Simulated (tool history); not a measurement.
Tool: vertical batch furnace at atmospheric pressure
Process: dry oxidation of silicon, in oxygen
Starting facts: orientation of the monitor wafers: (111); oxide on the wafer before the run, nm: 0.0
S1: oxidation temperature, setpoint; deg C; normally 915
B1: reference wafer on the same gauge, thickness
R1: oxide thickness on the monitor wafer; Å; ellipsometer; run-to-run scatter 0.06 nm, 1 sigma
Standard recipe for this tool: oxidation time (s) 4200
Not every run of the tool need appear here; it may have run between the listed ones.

run 1 day=0 | S1=935 oxidation_time_(s)=4200 | B1=43.2 | R1=482.4
run 2 day=0.392 | S1=935 oxidation_time_(s)=4200 | B1=43.2 | R1=483.5
run 3 day=1.321 | S1=915 oxidation_time_(s)=4200 | B1=43.2 | R1=399.8
run 4 day=1.967 | S1=915 oxidation_time_(s)=4200 | B1=43.19 | R1=399.6
run 5 day=2.475 | S1=915 oxidation_time_(s)=4200 | B1=43.2 | R1=400.7
run 6 day=3.167 | S1=898 oxidation_time_(s)=4200 | B1=43.21 | R1=336.5
run 7 day=3.888 | S1=898 oxidation_time_(s)=4200 | B1=43.2 | R1=336
run 8 day=4.754 | S1=915 oxidation_time_(s)=4200 | B1=43.2 | R1=400.2
run 9 day=5.304 | S1=915 oxidation_time_(s)=4200 | B1=43.2 | R1=398.6
run 10 day=6.646 | S1=915 oxidation_time_(s)=4200 | B1=43.2 | R1=398.7
run 11 day=6.871 | S1=927 oxidation_time_(s)=4200 | B1=43.2 | R1=447.6
run 12 day=7.1 | S1=926 oxidation_time_(s)=2280 | B1=43.21 | R1=292.3
run 13 day=7.679 | S1=936 oxidation_time_(s)=5550 | B1=43.2 | R1=589.9
run 14 day=8.646 | S1=915 oxidation_time_(s)=4200 | B1=43.2 | R1=400.2
run 15 day=9.829 | S1=901 oxidation_time_(s)=4890 | B1=43.2 | R1=385.6
run 16 day=10.412 | S1=915 oxidation_time_(s)=5940 | B1=43.2 | R1=509
run 17 day=11.188 | S1=915 oxidation_time_(s)=4200 | B1=43.19 | R1=399.1
run 18 day=12.021 | S1=897 oxidation_time_(s)=4200 | B1=43.2 | R1=333
run 19 day=12.683 | S1=938 oxidation_time_(s)=3030 | B1=43.2 | R1=394

Missing from the log above: 3 entries noted between runs. For each, name the pair of listed runs it sits between and say how the tool's hidden condition differs from the listed run just before to the listed run just after:
Runs 9 to 10: thermocouples replaced and temperature profile calibrated (day 6.625)
  the hidden state is the same at both runs
Runs 14 to 15: gauge calibrated (day 9.075); boat lift adjusted (day 9.808)
  the hidden state is the same at both runs
